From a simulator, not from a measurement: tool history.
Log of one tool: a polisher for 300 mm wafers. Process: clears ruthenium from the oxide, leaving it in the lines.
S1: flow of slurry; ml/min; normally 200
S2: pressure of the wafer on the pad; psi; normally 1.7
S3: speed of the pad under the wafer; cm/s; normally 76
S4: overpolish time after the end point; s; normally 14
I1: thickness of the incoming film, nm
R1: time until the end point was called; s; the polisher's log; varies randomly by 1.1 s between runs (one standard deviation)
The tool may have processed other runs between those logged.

Run 1, hour 0.0: usual settings but S1 185 ml/min; I1 60.9. Result: R1 83.1 s.
Run 2, hour 15.7: usual settings but S1 185 ml/min; I1 60.5. Result: R1 82.7 s.
Run 3, hour 36.6: usual settings but S1 185 ml/min; I1 60.5. Result: R1 84.5 s.
Run 4, hour 59.9: usual settings but S2 2.0 psi; I1 60.2. Result: R1 69.6 s.
Run 5, hour 86.7: usual settings but S2 2.0 psi; I1 59.6. Result: R1 68.4 s.
Run 6, hour 110.0: usual settings; I1 59.3. Result: R1 80.5 s.
At hour 116.5: worn pad replaced by a new one.
Run 7, hour 125.5: usual settings; I1 60.7. Result: R1 81.2 s.
Run 8, hour 146.2: usual settings; I1 61.1. Result: R1 84.1 s.
Run 9, hour 178.0: usual settings but S1 225 ml/min, S3 94 cm/s; I1 60.0. Result: R1 63.8 s.
Run 10, hour 234.6: usual settings; I1 59.9. Result: R1 85.7 s.
At hour 242.1: worn pad replaced by a new one.
At hour 265.7: slurry nozzle cleaned.
Run 11, hour 267.6: usual settings; I1 60.9. Result: R1 77.2 s.
Run 12, hour 281.0: usual settings; I1 59.6. Result: R1 79.8 s.
Run 13, hour 296.3: usual settings but S1 140 ml/min, S2 2.2 psi, S4 18 s; I1 60.2. Result: R1 65.8 s.
Run 14, hour 318.1: usual settings but S2 2.1 psi, S4 7 s; I1 60.1. Result: R1 64.1 s.
Run 15, hour 334.8: usual settings; I1 59.4. Result: R1 76.5 s.
Run 16, hour 361.2: usual settings but S1 140 ml/min; I1 60.5. Result: R1 81.3 s.
At hour 381.9: worn pad replaced by a new one.
Run 17, hour 465.4: usual settings; I1 60.1. Result: R1 79.0 s.
At hour 472.0: head pressure recalibrated.
Run 18, hour 488.0: usual settings but S1 155 ml/min, S2 2.2 psi, S3 102 cm/s; I1 60.2. Result: R1 46.8 s.
At hour 520.2: worn pad replaced by a new one.
Run 19, hour 520.7: usual settings but S3 66 cm/s, S4 21 s; I1 59.6. Result: R1 90.6 s.
Run 20, hour 550.3: usual settings; I1 60.8. Result: R1 80.8 s.
Run 21, hour 566.7: usual settings but S1 245 ml/min, S2 1.4 psi, S3 68 cm/s, S4 16 s; I1 60.4. Result: R1 102.2 s.
Run 22, hour 598.1: usual settings but S1 150 ml/min, S2 1.2 psi; I1 60.2. Result: R1 117.7 s.
Run 23, hour 611.9: usual settings but S1 265 ml/min, S2 2.0 psi, S3 86 cm/s, S4 21 s; I1 60.3. Result: R1 57.7 s.
Run 24, hour 638.7: usual settings but S1 220 ml/min, S2 2.2 psi; I1 60.2. Result: R1 61.9 s.

Give the tool's hidden conditions for every run:
removal rate lost through wear of the pad, %: 0 at every run
deviation of the head's pressure from its setpoint, %: 0 at every run
H1: slurry flow missing at the pad, %
run    H1
  1  19.1
  2  20.1
  3  21.5
  4  23.1
  5    25
  6  26.8
  7  27.9
  8  29.6
  9  32.1
 10    37
 11  4.46
 12  4.47
 13  4.51
 14  4.61
 15  4.72
 16  4.95
 17  6.62
 18  7.14
 19  7.99
 20  8.85
 21  9.37
 22  10.5
 23    11
 24    12

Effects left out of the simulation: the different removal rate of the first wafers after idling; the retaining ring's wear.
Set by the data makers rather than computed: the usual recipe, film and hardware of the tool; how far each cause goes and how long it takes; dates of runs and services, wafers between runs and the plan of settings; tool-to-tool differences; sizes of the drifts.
